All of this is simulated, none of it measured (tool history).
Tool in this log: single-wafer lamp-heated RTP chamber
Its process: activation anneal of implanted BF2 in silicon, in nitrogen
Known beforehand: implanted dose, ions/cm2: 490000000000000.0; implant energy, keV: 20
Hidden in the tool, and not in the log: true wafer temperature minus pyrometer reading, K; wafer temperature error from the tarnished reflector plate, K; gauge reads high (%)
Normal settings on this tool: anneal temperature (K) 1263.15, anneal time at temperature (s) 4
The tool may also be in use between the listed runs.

| run | hour | anneal temperature (K) | anneal time at temperature (s) | wafers since the last listed run | wafers since the last pyrometer calibration | wafers since the reflector plate was cleaned | hours since the gauge calibration | read-back reference wafer on the same gauge, sheet resistance | sheet resistance of the implanted and annealed layer (ohm/square) |
|---|---|---|---|---|---|---|---|---|---|
| 1 | 0.0 | 1246.15 | 5 | 0 | 2619 | 738 | 14.1 | 230.81 | 286.71 |
| 2 | 97.2 | 1246.15 | 5 | 2142 | 4762 | 2880 | 111.3 | 230.90 | 278.61 |
|  | 134.1 | reflector plate cleaned |
| 3 | 134.6 | 1263.15 | 4 | 647 | 5410 | 11 | 148.7 | 231.17 | 271.22 |
| 4 | 151.8 | 1263.15 | 4 | 379 | 5789 | 390 | 165.9 | 230.82 | 269.79 |
| 5 | 167.4 | 1263.15 | 3 | 343 | 6132 | 733 | 181.5 | 231.06 | 273.33 |
| 6 | 185.7 | 1263.15 | 3 | 403 | 6536 | 1137 | 199.8 | 231.28 | 271.06 |
| 7 | 209.3 | 1244.15 | 4 | 520 | 7056 | 1657 | 223.4 | 230.92 | 288.38 |
| 8 | 232.6 | 1244.15 | 4 | 513 | 7570 | 2170 | 246.7 | 231.08 | 286.50 |
|  | 258.4 | pyrometer window cleaned and pyrometer calibrated |
| 9 | 258.9 | 1255.15 | 3 | 403 | 11 | 2574 | 273.0 | 231.08 | 273.06 |
| 10 | 287.9 | 1263.15 | 4 | 639 | 650 | 3213 | 302.0 | 231.10 | 267.14 |
| 11 | 310.1 | 1254.15 | 4 | 489 | 1139 | 3702 | 324.2 | 230.84 | 273.05 |
|  | 327.0 | reflector plate cleaned |
| 12 | 330.0 | 1283.15 | 6 | 262 | 1401 | 67 | 344.1 | 230.83 | 258.46 |
| 13 | 351.4 | 1263.15 | 4 | 471 | 1873 | 538 | 365.5 | 230.96 | 271.71 |
| 14 | 383.6 | 1263.15 | 4 | 709 | 2583 | 1248 | 397.7 | 230.82 | 267.46 |
| 15 | 416.3 | 1287.15 | 4 | 720 | 3303 | 1969 | 430.4 | 230.87 | 254.24 |
| 16 | 447.7 | 1287.15 | 4 | 692 | 3996 | 2661 | 461.8 | 231.08 | 255.91 |
| 17 | 460.1 | 1263.15 | 4 | 273 | 4269 | 2934 | 474.2 | 230.83 | 267.75 |
| 18 | 493.8 | 1263.15 | 4 | 742 | 5012 | 3677 | 507.9 | 230.91 | 270.89 |
|  | 532.7 | reflector plate cleaned |
| 19 | 533.2 | 1287.15 | 5 | 692 | 5704 | 11 | 547.3 | 230.97 | 255.30 |
| 20 | 552.3 | 1277.15 | 6 | 420 | 6125 | 432 | 566.4 | 230.93 | 259.00 |
| 21 | 580.4 | 1292.15 | 3 | 619 | 6744 | 1051 | 594.5 | 230.86 | 254.60 |
| 22 | 594.7 | 1275.15 | 4 | 315 | 7059 | 1366 | 608.8 | 231.25 | 261.80 |
| 23 | 625.2 | 1284.15 | 6 | 672 | 7731 | 2039 | 639.3 | 230.95 | 254.83 |
| 24 | 643.8 | 1238.15 | 6 | 409 | 8141 | 2449 | 657.9 | 230.95 | 291.11 |
|  | 649.1 | gauge calibrated |
| 25 | 665.6 | 1263.15 | 4 | 480 | 8622 | 2929 | 16.5 | 230.91 | 265.65 |
| 26 | 691.7 | 1291.15 | 4 | 575 | 9197 | 3504 | 42.6 | 230.76 | 252.20 |
|  | 700.8 | pyrometer window cleaned and pyrometer calibrated |
|  | 703.6 | reflector plate cleaned |
| 27 | 717.8 | 1241.15 | 3 | 336 | 313 | 313 | 68.7 | 231.35 | 296.71 |
| 28 | 733.8 | 1287.15 | 4 | 352 | 666 | 666 | 84.7 | 230.98 | 256.35 |
| 29 | 753.7 | 1234.15 | 3 | 438 | 1104 | 1104 | 104.6 | 231.05 | 299.97 |
| 30 | 776.9 | 1263.15 | 4 | 511 | 1616 | 1616 | 127.8 | 231.11 | 270.47 |
| 31 | 802.1 | 1263.15 | 4 | 555 | 2171 | 2171 | 153.0 | 231.01 | 267.55 |
| 32 | 823.1 | 1248.15 | 3 | 462 | 2634 | 2634 | 174.0 | 231.01 | 282.98 |
| 33 | 846.0 | 1271.15 | 5 | 504 | 3139 | 3139 | 196.9 | 230.96 | 256.80 |
| 34 | 861.6 | 1263.15 | 4 | 343 | 3482 | 3482 | 212.5 | 230.95 | 268.15 |
| 35 | 873.8 | 1251.15 | 3 | 268 | 3751 | 3751 | 224.7 | 230.95 | 280.13 |
|  | 883.6 | reflector plate cleaned |
| 36 | 907.1 | 1255.15 | 5 | 557 | 4309 | 517 | 258.0 | 231.10 | 278.13 |

Selected run-to-run steps in sheet resistance of the implanted and annealed layer (ohm/square), each split into two signed amounts: the part the tool would show with no hidden state at all (from settings, incoming material and random variation), and the remainder, which goes to the hidden state together with any gauge scatter not common to the measured and the hidden-state-free results:
Run 2 -> 3: anneal temperature (K) 1246.15 -> 1263.15, anneal time at temperature (s) 5 -> 4, reflector plate cleaned. sheet resistance of the implanted and annealed layer (ohm/square) -7.39: hidden state +6.03, all else -13.42.
Run 11 -> 12: anneal temperature (K) 1254.15 -> 1283.15, anneal time at temperature (s) 4 -> 6, reflector plate cleaned. sheet resistance of the implanted and annealed layer (ohm/square) -14.59: hidden state +7.94, all else -22.53.
Run 26 -> 27: anneal temperature (K) 1291.15 -> 1241.15, anneal time at temperature (s) 4 -> 3, pyrometer window cleaned and pyrometer calibrated, reflector plate cleaned. sheet resistance of the implanted and annealed layer (ohm/square) +44.51: hidden state +1.28, all else +43.23.
Run 27 -> 28: anneal temperature (K) 1241.15 -> 1287.15, anneal time at temperature (s) 3 -> 4. sheet resistance of the implanted and annealed layer (ohm/square) -40.36: hidden state +0.78, all else -41.14.
Run 28 -> 29: anneal temperature (K) 1287.15 -> 1234.15, anneal time at temperature (s) 4 -> 3. sheet resistance of the implanted and annealed layer (ohm/square) +43.62: hidden state -3.09, all else +46.71.
Run 35 -> 36: anneal temperature (K) 1251.15 -> 1255.15, anneal time at temperature (s) 3 -> 5, reflector plate cleaned. sheet resistance of the implanted and annealed layer (ohm/square) -2.00: hidden state +6.34, all else -8.34.

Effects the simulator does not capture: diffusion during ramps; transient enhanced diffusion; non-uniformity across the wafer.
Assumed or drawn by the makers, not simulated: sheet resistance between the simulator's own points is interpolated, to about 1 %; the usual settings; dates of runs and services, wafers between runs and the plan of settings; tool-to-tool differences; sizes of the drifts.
